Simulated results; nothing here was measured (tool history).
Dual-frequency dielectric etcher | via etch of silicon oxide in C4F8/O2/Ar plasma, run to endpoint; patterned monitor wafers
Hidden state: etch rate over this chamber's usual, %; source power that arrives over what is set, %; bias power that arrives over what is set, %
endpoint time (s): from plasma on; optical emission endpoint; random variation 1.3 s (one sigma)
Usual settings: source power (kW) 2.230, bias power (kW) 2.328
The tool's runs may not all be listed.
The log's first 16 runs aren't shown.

| run | hour | source power (kW) | bias power (kW) | wafers since the last listed run | hours since the last wet clean | hours since the last source power generator calibration | hours since the last bias power generator calibration | hours since the last upper electrode change | incoming incoming film thickness, nm | endpoint time (s) |
|---|---|---|---|---|---|---|---|---|---|---|
| 17 | 212.8 | 2.400 | 2.729 | 44 | 511.9 | 48.7 | 34.7 | 2716.2 | 1404.4 | 238.8 |
| 18 | 230.0 | 1.760 | 2.328 | 63 | 529.1 | 65.9 | 51.9 | 2733.4 | 1410.6 | 297.1 |
|  | 259.5 | upper electrode replaced |
|  | 265.4 | wet clean of the chamber |
| 19 | 265.9 | 2.630 | 2.049 | 22 | 0.5 | 101.8 | 87.8 | 6.4 | 1402.8 | 239.8 |
| 20 | 282.2 | 2.230 | 2.328 | 59 | 16.8 | 118.1 | 104.1 | 22.7 | 1420.4 | 259.7 |
| 21 | 299.4 | 1.760 | 2.807 | 63 | 34.0 | 135.3 | 121.3 | 39.9 | 1417.8 | 287.9 |
| 22 | 313.0 | 2.030 | 2.328 | 49 | 47.6 | 148.9 | 134.9 | 53.5 | 1412.9 | 274.4 |
| 23 | 322.0 | 1.680 | 2.072 | 33 | 56.6 | 157.9 | 143.9 | 62.5 | 1405.0 | 313.3 |
| 24 | 334.2 | 1.700 | 2.153 | 44 | 68.8 | 170.1 | 156.1 | 74.7 | 1394.9 | 312.8 |
| 25 | 347.3 | 2.780 | 2.823 | 48 | 81.9 | 183.2 | 169.2 | 87.8 | 1407.4 | 219.7 |
| 26 | 362.6 | 2.580 | 2.517 | 56 | 97.2 | 198.5 | 184.5 | 103.1 | 1401.3 | 232.5 |
| 27 | 372.9 | 2.230 | 2.328 | 37 | 107.5 | 208.8 | 194.8 | 113.4 | 1424.3 | 260.2 |
| 28 | 384.2 | 2.230 | 2.328 | 41 | 118.8 | 220.1 | 206.1 | 124.7 | 1417.1 | 258.3 |
| 29 | 398.4 | 2.090 | 2.744 | 52 | 133.0 | 234.3 | 220.3 | 138.9 | 1408.6 | 263.2 |
| 30 | 414.4 | 2.440 | 2.644 | 58 | 149.0 | 250.3 | 236.3 | 154.9 | 1405.0 | 240.1 |
| 31 | 430.0 | 2.230 | 2.328 | 57 | 164.6 | 265.9 | 251.9 | 170.5 | 1421.7 | 260.2 |
| 32 | 446.1 | 2.570 | 2.634 | 59 | 180.7 | 282.0 | 268.0 | 186.6 | 1421.5 | 234.4 |
| 33 | 462.0 | 2.600 | 2.328 | 58 | 196.6 | 297.9 | 283.9 | 202.5 | 1419.8 | 237.1 |
| 34 | 469.2 | 2.230 | 2.328 | 26 | 203.8 | 305.1 | 291.1 | 209.7 | 1406.8 | 256.7 |

5 ways to go on from here, each from the tool as it stands after run 34. What would each give?
| A | 469.7 | 2.230 | 1.992 | 1 | 204.3 | 305.6 | 291.6 | 210.2 | 1409.2 | ? |
| B | 469.7 | 1.840 | 1.963 | 1 | 204.3 | 305.6 | 291.6 | 210.2 | 1409.2 | ? |
| C | 469.7 | 2.230 | 2.610 | 1 | 204.3 | 305.6 | 291.6 | 210.2 | 1409.2 | ? |
| D | 469.7 | 2.460 | 2.793 | 1 | 204.3 | 305.6 | 291.6 | 210.2 | 1409.2 | ? |
| E | 469.7 | 1.810 | 2.527 | 1 | 204.3 | 305.6 | 291.6 | 210.2 | 1409.2 | ? |

| run | endpoint time (s) |
|---|---|
| A | 264.6 |
| B | 299.7 |
| C | 252.0 |
| D | 234.8 |
| E | 289.3 |
Without the tool's hidden state the same runs would have given:
| run | endpoint time (s) |
|---|---|
| A | 264.6 |
| B | 299.7 |
| C | 252.0 |
| D | 234.8 |
| E | 289.3 |
